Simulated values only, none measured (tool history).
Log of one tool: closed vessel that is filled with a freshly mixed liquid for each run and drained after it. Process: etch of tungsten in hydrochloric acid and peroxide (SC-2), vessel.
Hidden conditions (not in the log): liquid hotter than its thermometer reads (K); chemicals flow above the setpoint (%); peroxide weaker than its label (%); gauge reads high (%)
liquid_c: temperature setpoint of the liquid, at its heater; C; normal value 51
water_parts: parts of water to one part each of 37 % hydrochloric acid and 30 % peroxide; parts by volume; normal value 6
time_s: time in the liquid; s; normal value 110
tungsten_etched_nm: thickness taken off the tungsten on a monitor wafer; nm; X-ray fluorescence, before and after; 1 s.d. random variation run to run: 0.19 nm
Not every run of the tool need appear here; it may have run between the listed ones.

run   hour  liquid_c  water_parts  time_s  wafers since the last listed run  hours since the thermometer was replaced  hours since the chemicals flow meter was replaced  hours since the drum of peroxide was connected  hours since the gauge calibration  read-back film thickness of the tungsten reference wafer, read on the same gauge (nm)  tungsten_etched_nm
  1      0        51            6     110                                 0                                    1041.5                                             1201.9                                           951.1                              119.5                                                                                    110               36.73
      34.3  -- gauge calibrated
  2   46.5        47            6     110                              5678                                      1088                                             1248.4                                           997.6                               12.2                                                                                    110               28.39
  3   56.7        47            6     110                              1245                                    1098.2                                             1258.6                                          1007.8                               22.4                                                                                    110               28.76
      65.8  -- chemicals flow meter replaced
  4   67.9        51            6      60                              1245                                    1109.4                                                2.1                                            1019                               33.6                                                                                    110               20.29
  5   74.7        51            6      60                               830                                    1116.2                                                8.9                                          1025.8                               40.4                                                                                    110               20.34
      87.5  -- thermometer replaced
  6   91.2        51            6     110                              1892                                       3.7                                               25.4                                          1042.3                               56.9                                                                                 109.98               32.27
  7   98.2        51            6     110                               854                                      10.7                                               32.4                                          1049.3                               63.9                                                                                 110.01               32.89
  8  111.5        51            6     110                              1624                                        24                                               45.7                                          1062.6                               77.2                                                                                 110.02               32.73
  9  121.7        43            6     110                              1245                                      34.2                                               55.9                                          1072.8                               87.4                                                                                 109.99                19.1
       138  -- new drum of peroxide connected
 10  139.1      42.5            6     110                              2002                                      51.6                                               73.3                                             1.1                              104.8                                                                                 109.98               18.37
 11  146.9        51            6     110                               952                                      59.4                                               81.1                                             8.9                              112.6                                                                                 110.01               32.85
 12  163.9        51            7     110                              2076                                      76.4                                               98.1                                            25.9                              129.6                                                                                    110               28.94
       171  -- gauge calibrated
 13  177.9        42            4     110                              1709                                      90.4                                              112.1                                            39.9                                6.9                                                                                    110               23.68
 14  190.7      44.5            6     150                              1563                                     103.2                                              124.9                                            52.7                               19.7                                                                                 110.01               29.27
 15  201.8        41            4      65                              1355                                     114.3                                                136                                            63.8                               30.8                                                                                 109.99               13.16
 16  216.8      56.5          8.5     110                              1831                                     129.3                                                151                                            78.8                               45.8                                                                                 109.99               36.57

Branching from run 16: 5 alternative next runs. What would each branch give?
  A  217.5        51            5     110                                85                                       130                                              151.7                                            79.5                               46.5                                                                                      ?                   ?
  B  217.5        51            9     110                                85                                       130                                              151.7                                            79.5                               46.5                                                                                      ?                   ?
  C  217.5        51            6      70                                85                                       130                                              151.7                                            79.5                               46.5                                                                                      ?                   ?
  D  217.5      57.5            4      75                                85                                       130                                              151.7                                            79.5                               46.5                                                                                      ?                   ?
  E  217.5        41            7      45                                85                                       130                                              151.7                                            79.5                               46.5                                                                                      ?                   ?

run  read-back film thickness of the tungsten reference wafer, read on the same gauge (nm)  tungsten_etched_nm
  A                                                                                 110.01               37.81
  B                                                                                 110.01               24.06
  C                                                                                 110.01               21.05
  D                                                                                 110.01               45.82
  E                                                                                 110.01                6.09
What these runs would have given with no unlogged condition in the tool:
run  tungsten_etched_nm
  A               36.48
  B               23.22
  C               20.31
  D               44.27
  E                5.86
